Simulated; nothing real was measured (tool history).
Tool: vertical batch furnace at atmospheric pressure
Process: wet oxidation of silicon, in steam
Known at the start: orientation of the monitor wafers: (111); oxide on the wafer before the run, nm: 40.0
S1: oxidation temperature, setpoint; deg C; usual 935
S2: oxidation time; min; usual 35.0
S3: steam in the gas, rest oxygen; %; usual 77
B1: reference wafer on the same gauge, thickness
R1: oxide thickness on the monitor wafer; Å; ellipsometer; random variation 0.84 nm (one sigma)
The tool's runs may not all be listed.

| run | hour | S1 | S2 | S3 | B1 | R1 |
|---|---|---|---|---|---|---|
| 1 | 0.0 | 935 | 35.0 | 77 | 197.95 | 2041.0 |
| 2 | 106.6 | 935 | 35.0 | 77 | 198.06 | 2045.7 |
| 3 | 146.1 | 935 | 35.0 | 77 | 198.09 | 2038.8 |
| 4 | 182.4 | 935 | 35.0 | 77 | 198.02 | 2024.3 |
| 5 | 242.6 | 935 | 35.0 | 77 | 197.99 | 2028.2 |
| 6 | 333.2 | 935 | 35.0 | 77 | 198.08 | 2029.2 |
| 7 | 395.2 | 935 | 35.0 | 84 | 198.25 | 2160.0 |
| 8 | 469.7 | 935 | 35.0 | 84 | 197.90 | 2148.8 |
| 9 | 539.0 | 935 | 35.0 | 84 | 197.98 | 2144.9 |
| 10 | 621.1 | 935 | 35.0 | 77 | 198.02 | 2022.6 |
| 11 | 679.8 | 935 | 35.0 | 77 | 198.11 | 2029.9 |
| 12 | 737.8 | 935 | 35.0 | 77 | 198.02 | 2040.1 |
|  | 804.3 | gauge calibrated |
| 13 | 822.2 | 935 | 46.0 | 71 | 198.04 | 2308.4 |
|  | 891.3 | thermocouples replaced and temperature profile calibrated |
| 14 | 891.8 | 952 | 35.0 | 84 | 198.03 | 2344.6 |
| 15 | 977.0 | 952 | 35.0 | 84 | 198.03 | 2354.6 |
| 16 | 1083.6 | 935 | 35.0 | 85 | 197.96 | 2072.7 |
| 17 | 1164.1 | 935 | 30.0 | 87 | 197.96 | 1916.5 |
| 18 | 1362.6 | 927 | 35.0 | 88 | 198.13 | 2005.0 |
| 19 | 1420.6 | 928 | 35.0 | 77 | 198.00 | 1857.5 |
| 20 | 1460.9 | 922 | 42.0 | 67 | 198.11 | 1814.3 |
| 21 | 1529.0 | 952 | 20.0 | 71 | 197.86 | 1488.6 |
| 22 | 1604.3 | 953 | 49.5 | 77 | 197.95 | 2808.8 |
| 23 | 1701.7 | 935 | 35.0 | 77 | 197.94 | 1957.6 |
|  | 1857.5 | steam generator serviced |
| 24 | 1977.1 | 935 | 35.0 | 77 | 197.84 | 2014.7 |
|  | 1995.5 | gauge calibrated |
| 25 | 2020.2 | 951 | 35.0 | 85 | 197.98 | 2396.3 |
| 26 | 2082.6 | 911 | 49.0 | 82 | 197.91 | 2159.6 |
| 27 | 2156.7 | 935 | 46.0 | 71 | 197.88 | 2286.4 |
| 28 | 2232.0 | 935 | 52.0 | 70 | 197.86 | 2445.3 |
| 29 | 2372.7 | 950 | 18.0 | 77 | 198.08 | 1473.6 |
| 30 | 2468.9 | 956 | 35.0 | 83 | 198.00 | 2465.2 |
| 31 | 2508.6 | 913 | 30.0 | 77 | 197.94 | 1544.2 |
| 32 | 2599.8 | 935 | 52.5 | 77 | 197.85 | 2604.7 |
| 33 | 2641.2 | 935 | 35.0 | 77 | 198.10 | 2010.0 |

Forecast each of these 4 alternatives for the next run:
| A | 2645.0 | 935 | 46.5 | 77 | ? | ? |
| B | 2645.0 | 935 | 35.0 | 73 | ? | ? |
| C | 2645.0 | 944 | 45.5 | 66 | ? | ? |
| D | 2645.0 | 948 | 26.5 | 77 | ? | ? |

| run | B1 | R1 |
|---|---|---|
| A | 198.18 | 2415.8 |
| B | 198.18 | 1934.6 |
| C | 198.18 | 2300.6 |
| D | 198.18 | 1845.3 |
Without the tool's hidden state the same runs would have given:
| run | R1 |
|---|---|
| A | 2358.6 |
| B | 1887.7 |
| C | 2245.6 |
| D | 1799.8 |

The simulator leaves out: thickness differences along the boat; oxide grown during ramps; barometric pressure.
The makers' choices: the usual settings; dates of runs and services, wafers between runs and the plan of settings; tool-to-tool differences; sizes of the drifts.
